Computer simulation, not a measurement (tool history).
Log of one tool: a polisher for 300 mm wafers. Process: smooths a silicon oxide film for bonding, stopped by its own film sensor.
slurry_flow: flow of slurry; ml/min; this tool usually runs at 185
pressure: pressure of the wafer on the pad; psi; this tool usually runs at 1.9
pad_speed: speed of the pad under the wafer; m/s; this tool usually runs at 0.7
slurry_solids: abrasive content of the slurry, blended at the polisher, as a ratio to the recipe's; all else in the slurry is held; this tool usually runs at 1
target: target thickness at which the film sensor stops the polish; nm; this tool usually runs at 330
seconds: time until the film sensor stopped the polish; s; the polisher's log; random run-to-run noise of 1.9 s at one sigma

run,hour,slurry_flow,pressure,pad_speed,slurry_solids,target,"incoming thickness of the incoming film, nm",seconds
1,0.0,185,1.9,0.6,1,330,378.2,100.6
# hour 46.7: slurry blender recalibrated
2,66.8,185,2.3,0.7,1,330,377.3,70.8
# hour 98.6: worn pad replaced by a new one
3,115.1,185,2.3,0.7,1,330,382.9,79.9
4,164.5,185,2.3,0.7,1,330,376.4,70.4
# hour 210.2: slurry blender recalibrated
# hour 258.2: worn pad replaced by a new one
# hour 291.6: slurry nozzle cleaned
5,347.8,185,1.9,0.7,1,330,374.1,77.8
# hour 378.4: slurry blender recalibrated
# hour 400.9: worn pad replaced by a new one, of another model than before
6,401.4,185,1.9,0.7,1,330,379.5,87.7
7,451.1,185,1.9,0.7,1,330,382.2,93.3
8,496.5,230,1.9,0.7,1,330,374.0,76.6
9,531.7,185,2.3,0.7,1,330,376.1,77.1
# hour 543.4: slurry blender recalibrated
# hour 554.2: head pressure recalibrated
# hour 564.5: worn pad replaced by a new one
10,579.0,215,1.9,0.7,1,338,380.4,82.3

Forecast run 11:
11,631.5,185,2.1,0.7,1,314,376.5,?

Run 11 produced seconds 116.0 s.
Take away the tool's hidden state, keep the run-to-run variation as it was, and the same run would have given seconds 116.0 s.

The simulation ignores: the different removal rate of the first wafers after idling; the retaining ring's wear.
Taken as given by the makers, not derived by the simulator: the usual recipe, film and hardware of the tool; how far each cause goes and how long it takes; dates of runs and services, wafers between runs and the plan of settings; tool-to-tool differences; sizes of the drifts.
